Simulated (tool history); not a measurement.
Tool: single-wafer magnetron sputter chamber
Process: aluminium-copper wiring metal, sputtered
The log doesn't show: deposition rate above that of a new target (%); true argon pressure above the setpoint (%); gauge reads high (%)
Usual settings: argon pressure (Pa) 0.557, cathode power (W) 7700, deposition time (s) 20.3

run,hour,argon pressure (Pa),cathode power (W),deposition time (s),wafers since the last listed run,wafers on the sputter target,hours since the last manometer calibration,hours since the magnet pack was replaced,hours since the gauge calibration,"read-back reference wafer on the same gauge, thickness_nm",mean film thickness on the monitor wafer (nm)
1,0,0.557,7700,20.3,0,1842,1265.5,8725.9,46.2,305.911,265.414
2,21.6,0.557,7700,20.3,397,2239,1287.1,8747.5,67.8,306.108,265.638
3,39.5,0.557,8750,20.3,329,2568,1305,8765.4,85.7,306.08,297.907
# hour 65.3: sputter target and shields replaced
4,91.8,0.557,8750,20.3,814,486,1357.3,8817.7,138,305.907,297.803
5,118.1,0.557,7700,20.3,483,970,1383.6,8844,164.3,305.968,266.461
6,133.9,0.557,7700,20.3,290,1261,1399.4,8859.8,180.1,306.058,266.32
7,158,0.557,7700,20.3,443,1704,1423.5,8883.9,204.2,306.093,266.567
8,191.7,0.557,7700,20.3,619,2324,1457.2,8917.6,237.9,306.202,267.284
# hour 232.3: sputter target and shields replaced
9,232.8,0.557,7700,20.3,608,9,1498.3,8958.7,279,306.109,266.38
10,244.1,0.557,7700,20.3,207,217,1509.6,8970,290.3,305.929,268.598
11,277.2,0.557,7700,20.3,608,826,1542.7,9003.1,323.4,305.993,267.143
12,294.6,0.484,7700,21.5,320,1146,1560.1,9020.5,340.8,306.07,290.521
13,329.3,0.484,7700,21.5,638,1784,1594.8,9055.2,375.5,306.013,291.676
14,347.7,0.484,7700,21.5,338,2123,1613.2,9073.6,393.9,306.048,292.259
15,361.2,0.557,7700,20.3,248,2371,1626.7,9087.1,407.4,305.92,267.604
16,393,0.557,7700,20.3,585,2956,1658.5,9118.9,439.2,305.918,267.894
17,406.2,0.557,6300,23.3,242,3199,1671.7,9132.1,452.4,305.8,257.173
# hour 423.8: sputter target and shields replaced
18,426.6,0.384,6600,20.3,228,52,1692.1,9152.5,472.8,306.253,250.708
# hour 440.6: magnet pack replaced
19,442.9,0.557,7700,17.8,152,205,1708.4,2.3,489.1,306.158,234.013
20,464.3,0.557,8900,18.3,393,598,1729.8,23.7,510.5,305.929,275.543
# hour 499.1: capacitance manometer re-zeroed and calibrated
21,499.6,0.702,7700,22.1,502,1100,0.5,59,545.8,305.794,265.342
22,515.1,0.557,7700,17.4,285,1386,16,74.5,561.3,305.888,222.777
23,533.2,0.454,8400,20.3,332,1719,34.1,92.6,579.4,306.001,292.451
24,568,0.557,7700,20.3,640,2359,68.9,127.4,614.2,306.127,259.29
# hour 576.6: gauge calibrated
# hour 584: sputter target and shields replaced
25,585.6,0.433,7700,20.3,176,29,86.5,145,9,306.232,273.267
26,618.5,0.557,6050,18.3,605,634,119.4,177.9,41.9,306.113,188.513
27,649.4,0.348,7700,16.9,568,1203,150.3,208.8,72.8,305.989,237.831
28,682.5,0.557,7700,20.3,608,1811,183.4,241.9,105.9,305.937,260.831
29,705.8,0.557,7700,20.3,428,2240,206.7,265.2,129.2,305.927,259.039
30,731.5,0.732,8600,16.4,472,2713,232.4,290.9,154.9,306.103,216.243

3 ways to go on from here, each from the tool as it stands after run 30. What would each give?
A,731.9,0.557,7700,18.8,7,2720,232.8,291.3,155.3,?,?
B,731.9,0.557,8250,20.3,7,2720,232.8,291.3,155.3,?,?
C,731.9,0.616,7050,21.9,7,2720,232.8,291.3,155.3,?,?

run,"read-back reference wafer on the same gauge, thickness_nm",mean film thickness on the monitor wafer (nm)
A,306.039,240.959
B,306.039,276.771
C,306.039,253.208
Without the tool's hidden state the same runs would have given:
run,mean film thickness on the monitor wafer (nm)
A,238.821
B,274.315
C,250.783
